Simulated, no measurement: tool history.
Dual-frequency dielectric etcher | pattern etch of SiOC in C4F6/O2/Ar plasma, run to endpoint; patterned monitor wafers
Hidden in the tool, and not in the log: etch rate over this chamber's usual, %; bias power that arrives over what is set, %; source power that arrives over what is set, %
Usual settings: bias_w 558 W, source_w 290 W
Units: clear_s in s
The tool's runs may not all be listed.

| run | day | bias_w | source_w | wafers since the last listed run | hours since the last wet clean | hours since the last bias power generator calibration | hours since the last source power generator calibration | hours since the last upper electrode change | incoming incoming film thickness, nm | clear_s |
|---|---|---|---|---|---|---|---|---|---|---|
| 1 | 0 | 558 | 250 | 0 | 200.4 | 3556.8 | 1668 | 3993.7 | 30.59 | 12.1 |
| 2 | 1.054 | 558 | 290 | 459 | 225.7 | 3582.1 | 1693.3 | 4019 | 30.78 | 11.6 |
| 3 | 3.825 | 558 | 290 | 1207 | 292.2 | 3648.6 | 1759.8 | 4085.5 | 30.66 | 11.7 |
| 4 | 6.567 | 558 | 290 | 1194 | 358 | 3714.4 | 1825.6 | 4151.3 | 30.58 | 11.6 |
|  | 8.362 | wet clean of the chamber |
| 5 | 8.683 | 619 | 290 | 486 | 7.7 | 3765.2 | 1876.4 | 4202.1 | 30.72 | 11.3 |
| 6 | 10.946 | 619 | 290 | 985 | 62 | 3819.5 | 1930.7 | 4256.4 | 30.7 | 11.4 |
| 7 | 12.796 | 619 | 290 | 806 | 106.4 | 3863.9 | 1975.1 | 4300.8 | 30.74 | 11.4 |
|  | 15.229 | upper electrode replaced |
| 8 | 15.433 | 558 | 330 | 713 | 169.7 | 3927.2 | 2038.4 | 4.9 | 30.75 | 11.2 |
| 9 | 16.588 | 558 | 330 | 502 | 197.4 | 3954.9 | 2066.1 | 32.6 | 30.68 | 11.2 |
| 10 | 18.85 | 657 | 340 | 985 | 251.7 | 4009.2 | 2120.4 | 86.9 | 30.48 | 10.5 |
|  | 20.438 | bias power generator calibrated |
| 11 | 20.696 | 558 | 340 | 731 | 296 | 6.2 | 2164.7 | 131.2 | 30.33 | 10.9 |
| 12 | 21.879 | 558 | 290 | 515 | 324.4 | 34.6 | 2193.1 | 159.6 | 30.57 | 11.7 |
| 13 | 23.279 | 558 | 290 | 610 | 358 | 68.2 | 2226.7 | 193.2 | 30.46 | 11.6 |
| 14 | 24.45 | 558 | 290 | 510 | 386.1 | 96.3 | 2254.8 | 221.3 | 31.07 | 11.8 |
|  | 26.258 | wet clean of the chamber |
| 15 | 26.817 | 670 | 290 | 595 | 13.4 | 153.1 | 2311.6 | 278.1 | 30.87 | 11.2 |
| 16 | 28.717 | 456 | 290 | 827 | 59 | 198.7 | 2357.2 | 323.7 | 30.78 | 12.3 |
| 17 | 30.683 | 558 | 230 | 856 | 106.2 | 245.9 | 2404.4 | 370.9 | 30.39 | 12.3 |
| 18 | 32.492 | 479 | 220 | 787 | 149.6 | 289.3 | 2447.8 | 414.3 | 30.74 | 13.2 |
| 19 | 34.254 | 558 | 290 | 767 | 191.9 | 331.6 | 2490.1 | 456.6 | 30.62 | 11.6 |
|  | 35.492 | source power generator calibrated |
| 20 | 36.638 | 558 | 290 | 965 | 249.1 | 388.8 | 27.5 | 513.8 | 30.76 | 11.8 |
| 21 | 39.217 | 558 | 290 | 1123 | 311 | 450.7 | 89.4 | 575.7 | 30.74 | 11.7 |
| 22 | 41.912 | 649 | 260 | 1174 | 375.7 | 515.4 | 154.1 | 640.4 | 30.81 | 11.7 |
|  | 43.067 | wet clean of the chamber |
| 23 | 44.788 | 657 | 340 | 816 | 41.3 | 584.4 | 223.1 | 709.4 | 30.82 | 10.7 |
| 24 | 46.921 | 558 | 290 | 929 | 92.5 | 635.6 | 274.3 | 760.6 | 30.66 | 11.7 |
| 25 | 48.417 | 558 | 290 | 651 | 128.4 | 671.5 | 310.2 | 796.5 | 31.11 | 11.8 |
| 26 | 49.45 | 419 | 360 | 450 | 153.2 | 696.3 | 335 | 821.3 | 30.71 | 11.6 |
| 27 | 52.088 | 507 | 360 | 1149 | 216.5 | 759.6 | 398.3 | 884.6 | 30.54 | 11 |
| 28 | 54.108 | 436 | 340 | 880 | 265 | 808.1 | 446.8 | 933.1 | 30.88 | 11.8 |
| 29 | 56.8 | 558 | 290 | 1172 | 329.6 | 872.7 | 511.4 | 997.7 | 30.55 | 11.6 |
| 30 | 57.946 | 446 | 230 | 499 | 357.1 | 900.2 | 538.9 | 1025.2 | 30.96 | 13.5 |
|  | 60.775 | wet clean of the chamber |
| 31 | 63.621 | 558 | 290 | 2036 | 68.3 | 1036.4 | 675.1 | 1161.4 | 30.4 | 11.5 |
| 32 | 64.825 | 457 | 350 | 524 | 97.2 | 1065.3 | 704 | 1190.3 | 31.04 | 11.5 |
| 33 | 67.558 | 604 | 290 | 1190 | 162.8 | 1130.9 | 769.6 | 1255.9 | 30.57 | 11.4 |
| 34 | 70.317 | 613 | 240 | 1201 | 229 | 1197.1 | 835.8 | 1322.1 | 30.65 | 12 |

5 ways to go on from here, each from the tool as it stands after run 34. What would each give?
| A | 70.333 | 558 | 290 | 7 | 229.4 | 1197.5 | 836.2 | 1322.5 | 30.44 | ? |
| B | 70.333 | 466 | 250 | 7 | 229.4 | 1197.5 | 836.2 | 1322.5 | 30.44 | ? |
| C | 70.333 | 558 | 350 | 7 | 229.4 | 1197.5 | 836.2 | 1322.5 | 30.44 | ? |
| D | 70.333 | 633 | 340 | 7 | 229.4 | 1197.5 | 836.2 | 1322.5 | 30.44 | ? |
| E | 70.333 | 440 | 310 | 7 | 229.4 | 1197.5 | 836.2 | 1322.5 | 30.44 | ? |

| run | clear_s |
|---|---|
| A | 11.5 |
| B | 12.6 |
| C | 10.9 |
| D | 10.6 |
| E | 12 |
Without the tool's hidden state the same runs would have given:
| run | clear_s |
|---|---|
| A | 11.5 |
| B | 12.6 |
| C | 10.9 |
| D | 10.6 |
| E | 12 |
